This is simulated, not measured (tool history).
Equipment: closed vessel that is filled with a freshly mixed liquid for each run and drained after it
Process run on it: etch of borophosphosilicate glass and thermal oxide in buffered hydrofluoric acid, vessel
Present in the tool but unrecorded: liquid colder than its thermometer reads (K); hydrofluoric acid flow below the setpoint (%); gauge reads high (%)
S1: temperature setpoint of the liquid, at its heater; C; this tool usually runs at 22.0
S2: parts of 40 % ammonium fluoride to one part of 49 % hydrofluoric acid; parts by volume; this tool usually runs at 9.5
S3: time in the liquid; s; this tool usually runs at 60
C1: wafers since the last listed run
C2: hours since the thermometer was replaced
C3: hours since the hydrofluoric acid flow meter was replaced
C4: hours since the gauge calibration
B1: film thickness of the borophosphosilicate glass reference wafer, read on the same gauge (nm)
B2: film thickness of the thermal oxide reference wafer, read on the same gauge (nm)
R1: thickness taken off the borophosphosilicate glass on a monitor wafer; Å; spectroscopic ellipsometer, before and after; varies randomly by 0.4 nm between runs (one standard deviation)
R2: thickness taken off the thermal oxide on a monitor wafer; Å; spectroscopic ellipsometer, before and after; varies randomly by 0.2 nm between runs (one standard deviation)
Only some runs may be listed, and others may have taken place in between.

| run | hour | S1 | S2 | S3 | C1 | C2 | C3 | C4 | B1 | B2 | R1 | R2 |
|---|---|---|---|---|---|---|---|---|---|---|---|---|
| 1 | 0.0 | 22.0 | 9.5 | 60 | 0 | 1806.1 | 472.0 | 67.1 | 99.99 | 50.00 | 905.2 | 524.5 |
| 2 | 31.1 | 22.0 | 9.5 | 60 | 3814 | 1837.2 | 503.1 | 98.2 | 100.00 | 50.01 | 889.7 | 522.5 |
| 3 | 44.4 | 22.0 | 9.5 | 60 | 1631 | 1850.5 | 516.4 | 111.5 | 100.02 | 50.04 | 891.5 | 520.6 |
| 4 | 62.0 | 22.0 | 9.5 | 60 | 2158 | 1868.1 | 534.0 | 129.1 | 99.98 | 49.99 | 888.8 | 517.2 |
| 5 | 76.4 | 23.5 | 9.5 | 60 | 1766 | 1882.5 | 548.4 | 143.5 | 100.01 | 49.99 | 965.3 | 561.5 |
| 6 | 82.6 | 24.0 | 9.5 | 60 | 760 | 1888.7 | 554.6 | 149.7 | 99.97 | 50.00 | 985.8 | 575.7 |
| 7 | 114.1 | 24.0 | 9.5 | 60 | 3863 | 1920.2 | 586.1 | 181.2 | 100.00 | 49.99 | 985.4 | 570.6 |
|  | 130.2 | thermometer replaced |
| 8 | 131.1 | 24.0 | 9.5 | 60 | 1962 | 0.9 | 603.1 | 198.2 | 100.03 | 49.97 | 1122.4 | 653.3 |
| 9 | 139.2 | 22.0 | 7.5 | 60 | 993 | 9.0 | 611.2 | 206.3 | 99.98 | 50.00 | 1235.7 | 711.6 |
| 10 | 147.3 | 20.5 | 9.5 | 30 | 993 | 17.1 | 619.3 | 214.4 | 100.02 | 50.01 | 461.6 | 266.5 |
| 11 | 157.1 | 17.5 | 13.0 | 75 | 1201 | 26.9 | 629.1 | 224.2 | 100.01 | 50.03 | 712.5 | 414.0 |
|  | 158.4 | gauge calibrated |
| 12 | 167.7 | 22.0 | 7.5 | 60 | 1300 | 37.5 | 639.7 | 9.3 | 100.04 | 49.97 | 1210.3 | 709.3 |
| 13 | 185.6 | 26.0 | 8.5 | 60 | 2195 | 55.4 | 657.6 | 27.2 | 99.99 | 50.00 | 1353.3 | 787.7 |
| 14 | 200.1 | 23.5 | 11.5 | 60 | 1778 | 69.9 | 672.1 | 41.7 | 99.99 | 50.03 | 885.3 | 517.2 |
|  | 210.0 | hydrofluoric acid flow meter replaced |
| 15 | 215.2 | 22.0 | 9.5 | 60 | 1729 | 85.0 | 5.2 | 56.8 | 99.95 | 50.01 | 1089.9 | 639.4 |
| 16 | 230.6 | 18.5 | 9.5 | 60 | 1888 | 100.4 | 20.6 | 72.2 | 99.98 | 50.00 | 899.3 | 523.4 |

For run 17, what comes out?
| 17 | 246.5 | 22.0 | 9.5 | 80 | 1950 | 116.3 | 36.5 | 88.1 | ? | ? | ? | ? |

Run 17 produced B1 100.02, B2 49.97, R1 1441.5 Å, R2 846.2 Å.
Take away the tool's hidden state, keep the run-to-run variation as it was, and the same run would have given R1 1469.3 Å, R2 862.5 Å.
